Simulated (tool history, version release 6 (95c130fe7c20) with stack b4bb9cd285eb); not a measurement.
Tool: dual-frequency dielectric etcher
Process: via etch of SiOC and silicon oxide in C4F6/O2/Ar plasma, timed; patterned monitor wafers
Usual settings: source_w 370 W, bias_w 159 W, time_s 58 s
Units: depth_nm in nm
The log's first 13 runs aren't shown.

run,hour,source_w,bias_w,time_s,wafers since the last listed run,hours since the last wet clean,hours since the last source power generator calibration,hours since the last bias power generator calibration,hours since the last upper electrode change,hours since the gauge calibration,"read-back reference wafer on the same gauge, depth_nm",depth_nm
14,448.5,370,159,68,254,62.4,2954.1,97.2,3527.3,147.1,71.4,72.2
15,519.3,430,187,69,521,133.2,3024.9,168,3598.1,217.9,71.3,81.1
16,540.2,400,159,68,153,154.1,3045.8,188.9,3619,238.8,71.3,74
17,553.6,370,159,75,98,167.5,3059.2,202.3,3632.4,252.2,71.3,79.8
18,567.2,370,159,58,100,181.1,3072.8,215.9,3646,265.8,71.3,61.9
# hour 572.1: source power generator calibrated
19,582,300,171,58,79,195.9,9.9,230.7,3660.8,280.6,71.3,59.3
20,600.2,460,195,70.5,134,214.1,28.1,248.9,3679,298.8,71.3,86.3
# hour 625.9: upper electrode replaced
21,626.4,370,159,58,16,240.3,54.3,275.1,0.5,325,71.3,61.9
22,637.5,370,159,58,81,251.4,65.4,286.2,11.6,336.1,71.3,61.8
23,671.8,370,159,58,252,285.7,99.7,320.5,45.9,370.4,71.2,62
24,684.3,460,195,70.5,92,298.2,112.2,333,58.4,382.9,71.3,86.5
25,712.2,370,137,58,205,326.1,140.1,360.9,86.3,410.8,71.3,59.1
26,731,370,159,50,138,344.9,158.9,379.7,105.1,429.6,71.3,53.7
27,755.5,400,159,50.5,180,369.4,183.4,404.2,129.6,454.1,71.2,55.7
28,769.3,370,170,41,101,383.2,197.2,418,143.4,467.9,71.3,45
29,798.5,450,141,58,215,412.4,226.4,447.2,172.6,497.1,71.3,63.7
# hour 852.4: wet clean of the chamber
30,852.9,370,159,58,223,0.5,280.8,501.6,227,551.5,71.3,60.8

Forecast each of these 4 alternatives for the next run:
A,853.3,370,159,41.5,2,0.9,281.2,502,227.4,551.9,?,?
B,853.3,370,159,42,2,0.9,281.2,502,227.4,551.9,?,?
C,853.3,300,159,58,2,0.9,281.2,502,227.4,551.9,?,?
D,853.3,370,159,49,2,0.9,281.2,502,227.4,551.9,?,?

run,"read-back reference wafer on the same gauge, depth_nm",depth_nm
A,71.3,43.4
B,71.3,43.9
C,71.3,56.8
D,71.3,51.2
Without the tool's hidden state the same runs would have given:
run,depth_nm
A,43.7
B,44.2
C,57.2
D,51.5
